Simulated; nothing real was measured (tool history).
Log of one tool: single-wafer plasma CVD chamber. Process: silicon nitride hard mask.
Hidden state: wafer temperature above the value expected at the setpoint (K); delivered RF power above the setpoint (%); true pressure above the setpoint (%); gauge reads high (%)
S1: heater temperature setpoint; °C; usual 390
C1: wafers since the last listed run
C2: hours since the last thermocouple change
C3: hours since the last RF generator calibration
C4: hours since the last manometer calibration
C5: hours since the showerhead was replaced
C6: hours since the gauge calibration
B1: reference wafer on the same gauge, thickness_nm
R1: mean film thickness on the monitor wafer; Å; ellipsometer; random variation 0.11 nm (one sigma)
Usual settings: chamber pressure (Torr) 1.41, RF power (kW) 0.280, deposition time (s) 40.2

{"run": 1, "hour": 0.0, "S1": 390, "chamber pressure (Torr)": 1.41, "RF power (kW)": 0.28, "deposition time (s)": 40.2, "C1": 0, "C2": 1698.9, "C3": 1308.7, "C4": 704.8, "C5": 7110.0, "C6": 131.4, "B1": 39.777, "R1": 400.5}
{"run": 2, "hour": 32.8, "S1": 394, "chamber pressure (Torr)": 1.41, "RF power (kW)": 0.28, "deposition time (s)": 40.2, "C1": 459, "C2": 1731.7, "C3": 1341.5, "C4": 737.6, "C5": 7142.8, "C6": 164.2, "B1": 39.755, "R1": 399.09}
{"run": 3, "hour": 57.9, "S1": 394, "chamber pressure (Torr)": 1.41, "RF power (kW)": 0.28, "deposition time (s)": 40.2, "C1": 351, "C2": 1756.8, "C3": 1366.6, "C4": 762.7, "C5": 7167.9, "C6": 189.3, "B1": 39.776, "R1": 399.27}
{"run": 4, "hour": 87.1, "S1": 390, "chamber pressure (Torr)": 1.41, "RF power (kW)": 0.28, "deposition time (s)": 40.2, "C1": 408, "C2": 1786.0, "C3": 1395.8, "C4": 791.9, "C5": 7197.1, "C6": 218.5, "B1": 39.765, "R1": 401.42}
{"run": 5, "hour": 101.9, "S1": 390, "chamber pressure (Torr)": 1.41, "RF power (kW)": 0.28, "deposition time (s)": 40.2, "C1": 207, "C2": 1800.8, "C3": 1410.6, "C4": 806.7, "C5": 7211.9, "C6": 233.3, "B1": 39.753, "R1": 400.06}
{"run": 6, "hour": 136.1, "S1": 390, "chamber pressure (Torr)": 1.63, "RF power (kW)": 0.28, "deposition time (s)": 40.2, "C1": 478, "C2": 1835.0, "C3": 1444.8, "C4": 840.9, "C5": 7246.1, "C6": 267.5, "B1": 39.824, "R1": 422.77}
{"run": 7, "hour": 166.2, "S1": 390, "chamber pressure (Torr)": 1.63, "RF power (kW)": 0.28, "deposition time (s)": 40.2, "C1": 421, "C2": 1865.1, "C3": 1474.9, "C4": 871.0, "C5": 7276.2, "C6": 297.6, "B1": 39.81, "R1": 421.84}
{"run": 8, "hour": 190.0, "S1": 390, "chamber pressure (Torr)": 1.63, "RF power (kW)": 0.28, "deposition time (s)": 40.2, "C1": 333, "C2": 1888.9, "C3": 1498.7, "C4": 894.8, "C5": 7300.0, "C6": 321.4, "B1": 39.826, "R1": 420.76}
{"run": 9, "hour": 203.8, "S1": 390, "chamber pressure (Torr)": 1.41, "RF power (kW)": 0.28, "deposition time (s)": 42.5, "C1": 193, "C2": 1902.7, "C3": 1512.5, "C4": 908.6, "C5": 7313.8, "C6": 335.2, "B1": 39.802, "R1": 420.59}
{"hour": 227.6, "done": "thermocouple changed; heater temperature recalibrated"}
{"hour": 235.3, "done": "RF generator calibrated"}
{"run": 10, "hour": 235.8, "S1": 390, "chamber pressure (Torr)": 1.41, "RF power (kW)": 0.28, "deposition time (s)": 42.5, "C1": 228, "C2": 8.2, "C3": 0.5, "C4": 940.6, "C5": 7345.8, "C6": 367.2, "B1": 39.848, "R1": 445.96}
{"run": 11, "hour": 251.2, "S1": 390, "chamber pressure (Torr)": 1.41, "RF power (kW)": 0.28, "deposition time (s)": 42.5, "C1": 215, "C2": 23.6, "C3": 15.9, "C4": 956.0, "C5": 7361.2, "C6": 382.6, "B1": 39.771, "R1": 446.31}
{"run": 12, "hour": 285.2, "S1": 390, "chamber pressure (Torr)": 1.41, "RF power (kW)": 0.28, "deposition time (s)": 40.2, "C1": 475, "C2": 57.6, "C3": 49.9, "C4": 990.0, "C5": 7395.2, "C6": 416.6, "B1": 39.834, "R1": 423.65}
{"run": 13, "hour": 310.8, "S1": 398, "chamber pressure (Torr)": 1.41, "RF power (kW)": 0.28, "deposition time (s)": 46.8, "C1": 358, "C2": 83.2, "C3": 75.5, "C4": 1015.6, "C5": 7420.8, "C6": 442.2, "B1": 39.826, "R1": 489.36}
{"run": 14, "hour": 325.1, "S1": 390, "chamber pressure (Torr)": 1.41, "RF power (kW)": 0.28, "deposition time (s)": 40.2, "C1": 200, "C2": 97.5, "C3": 89.8, "C4": 1029.9, "C5": 7435.1, "C6": 456.5, "B1": 39.763, "R1": 422.49}
{"hour": 351.8, "done": "showerhead replaced"}
{"run": 15, "hour": 352.3, "S1": 390, "chamber pressure (Torr)": 1.14, "RF power (kW)": 0.25, "deposition time (s)": 40.2, "C1": 268, "C2": 124.7, "C3": 117.0, "C4": 1057.1, "C5": 0.5, "C6": 483.7, "B1": 39.803, "R1": 356.22}
{"run": 16, "hour": 382.0, "S1": 390, "chamber pressure (Torr)": 1.41, "RF power (kW)": 0.28, "deposition time (s)": 40.2, "C1": 415, "C2": 154.4, "C3": 146.7, "C4": 1086.8, "C5": 30.2, "C6": 513.4, "B1": 39.822, "R1": 423.51}
{"hour": 401.9, "done": "gauge calibrated"}
{"run": 17, "hour": 417.3, "S1": 379, "chamber pressure (Torr)": 1.41, "RF power (kW)": 0.325, "deposition time (s)": 40.2, "C1": 494, "C2": 189.7, "C3": 182.0, "C4": 1122.1, "C5": 65.5, "C6": 15.4, "B1": 39.815, "R1": 471.78}
{"hour": 478.2, "done": "capacitance manometer re-zeroed and calibrated"}
{"run": 18, "hour": 505.3, "S1": 390, "chamber pressure (Torr)": 1.41, "RF power (kW)": 0.28, "deposition time (s)": 40.2, "C1": 1119, "C2": 277.7, "C3": 270.0, "C4": 27.1, "C5": 153.5, "C6": 103.4, "B1": 39.786, "R1": 414.47}
{"run": 19, "hour": 532.1, "S1": 390, "chamber pressure (Torr)": 1.41, "RF power (kW)": 0.28, "deposition time (s)": 40.2, "C1": 375, "C2": 304.5, "C3": 296.8, "C4": 53.9, "C5": 180.3, "C6": 130.2, "B1": 39.8, "R1": 413.39}
{"run": 20, "hour": 560.9, "S1": 383, "chamber pressure (Torr)": 1.41, "RF power (kW)": 0.28, "deposition time (s)": 46.7, "C1": 403, "C2": 333.3, "C3": 325.6, "C4": 82.7, "C5": 209.1, "C6": 159.0, "B1": 39.777, "R1": 483.79}
{"run": 21, "hour": 580.1, "S1": 390, "chamber pressure (Torr)": 1.67, "RF power (kW)": 0.305, "deposition time (s)": 40.2, "C1": 268, "C2": 352.5, "C3": 344.8, "C4": 101.9, "C5": 228.3, "C6": 178.2, "B1": 39.816, "R1": 465.65}
{"run": 22, "hour": 594.2, "S1": 390, "chamber pressure (Torr)": 1.41, "RF power (kW)": 0.3, "deposition time (s)": 46.6, "C1": 197, "C2": 366.6, "C3": 358.9, "C4": 116.0, "C5": 242.4, "C6": 192.3, "B1": 39.734, "R1": 501.75}
{"run": 23, "hour": 608.9, "S1": 390, "chamber pressure (Torr)": 1.41, "RF power (kW)": 0.28, "deposition time (s)": 43.2, "C1": 205, "C2": 381.3, "C3": 373.6, "C4": 130.7, "C5": 257.1, "C6": 207.0, "B1": 39.82, "R1": 444.34}
{"run": 24, "hour": 637.8, "S1": 390, "chamber pressure (Torr)": 1.13, "RF power (kW)": 0.28, "deposition time (s)": 40.2, "C1": 404, "C2": 410.2, "C3": 402.5, "C4": 159.6, "C5": 286.0, "C6": 235.9, "B1": 39.774, "R1": 374.59}

4 ways to go on from here, each from the tool as it stands after run 24. What would each give?
{"run": "A", "hour": 638.2, "S1": 390, "chamber pressure (Torr)": 1.41, "RF power (kW)": 0.28, "deposition time (s)": 40.2, "C1": 5, "C2": 410.6, "C3": 402.9, "C4": 160.0, "C5": 286.4, "C6": 236.3, "B1": "?", "R1": "?"}
{"run": "B", "hour": 638.2, "S1": 395, "chamber pressure (Torr)": 1.08, "RF power (kW)": 0.28, "deposition time (s)": 40.2, "C1": 5, "C2": 410.6, "C3": 402.9, "C4": 160.0, "C5": 286.4, "C6": 236.3, "B1": "?", "R1": "?"}
{"run": "C", "hour": 638.2, "S1": 394, "chamber pressure (Torr)": 1.21, "RF power (kW)": 0.235, "deposition time (s)": 36.8, "C1": 5, "C2": 410.6, "C3": 402.9, "C4": 160.0, "C5": 286.4, "C6": 236.3, "B1": "?", "R1": "?"}
{"run": "D", "hour": 638.2, "S1": 404, "chamber pressure (Torr)": 1.51, "RF power (kW)": 0.28, "deposition time (s)": 40.2, "C1": 5, "C2": 410.6, "C3": 402.9, "C4": 160.0, "C5": 286.4, "C6": 236.3, "B1": "?", "R1": "?"}

run=A B1=39.833 R1=412.13
run=B B1=39.833 R1=367.60
run=C B1=39.833 R1=310.01
run=D B1=39.833 R1=420.52
Without the tool's hidden state the same runs would have given:
run=A R1=422.90
run=B R1=377.16
run=C R1=318.73
run=D R1=431.52

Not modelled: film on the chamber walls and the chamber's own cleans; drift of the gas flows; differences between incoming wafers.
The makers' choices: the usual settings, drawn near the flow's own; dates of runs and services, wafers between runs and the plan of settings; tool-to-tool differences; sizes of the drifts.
